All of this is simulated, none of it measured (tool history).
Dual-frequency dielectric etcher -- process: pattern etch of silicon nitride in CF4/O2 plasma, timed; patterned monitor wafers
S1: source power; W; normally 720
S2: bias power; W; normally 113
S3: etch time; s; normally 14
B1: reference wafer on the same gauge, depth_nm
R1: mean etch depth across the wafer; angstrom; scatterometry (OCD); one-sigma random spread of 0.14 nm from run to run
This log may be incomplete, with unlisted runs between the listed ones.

run,hour,S1,S2,S3,B1,R1
1,0,720,113,12.5,34.6,309.9
2,17.3,720,113,12.5,34.6,313.9
3,24.6,720,113,12.5,34.57,314.7
4,37.4,720,113,14,34.56,347.2
5,48.2,720,113,14,34.6,352.4
6,56.4,760,103,14,34.57,346.3
7,63.1,760,103,14,34.57,351.4
8,69.1,720,113,12,34.62,304.9
# hour 76.3: bias power generator calibrated
9,79.1,720,113,12,34.61,301.2
10,94.5,720,113,12,34.61,302.9
# hour 125.8: wet clean of the chamber
11,126.3,720,113,14,34.59,333.3
12,126.6,720,113,12.5,34.56,298.1
13,133.1,810,136,14,34.65,404.2
14,147,900,92,18,34.59,458.4
# hour 154.4: gauge calibrated
# hour 174.3: source power generator calibrated
# hour 176.4: upper electrode replaced
15,176.9,580,113,18,34.6,366.9
16,177.2,620,113,16,34.65,340.9
17,181.4,720,113,14,34.59,334.1
18,195.9,880,90,11.5,34.56,284.5
19,203.4,590,137,16,34.59,365.6
20,209.5,790,126,16,34.61,437.7
21,225.5,890,103,11.5,34.66,310.3
22,236.4,810,136,14,34.58,409.1

Consider 3 possible next runs. They are alternatives, not a sequence: every one starts from the tool as it was left by run 22. What does each give?
A,236.8,720,113,14,?,?
B,236.8,630,102,14,?,?
C,236.8,860,113,14,?,?

run,B1,R1
A,34.61,339.4
B,34.61,290.6
C,34.61,388.8
Take away the tool's hidden state, keep each run's random variation, and the runs would have read:
run,R1
A,337.7
B,289.2
C,386.9

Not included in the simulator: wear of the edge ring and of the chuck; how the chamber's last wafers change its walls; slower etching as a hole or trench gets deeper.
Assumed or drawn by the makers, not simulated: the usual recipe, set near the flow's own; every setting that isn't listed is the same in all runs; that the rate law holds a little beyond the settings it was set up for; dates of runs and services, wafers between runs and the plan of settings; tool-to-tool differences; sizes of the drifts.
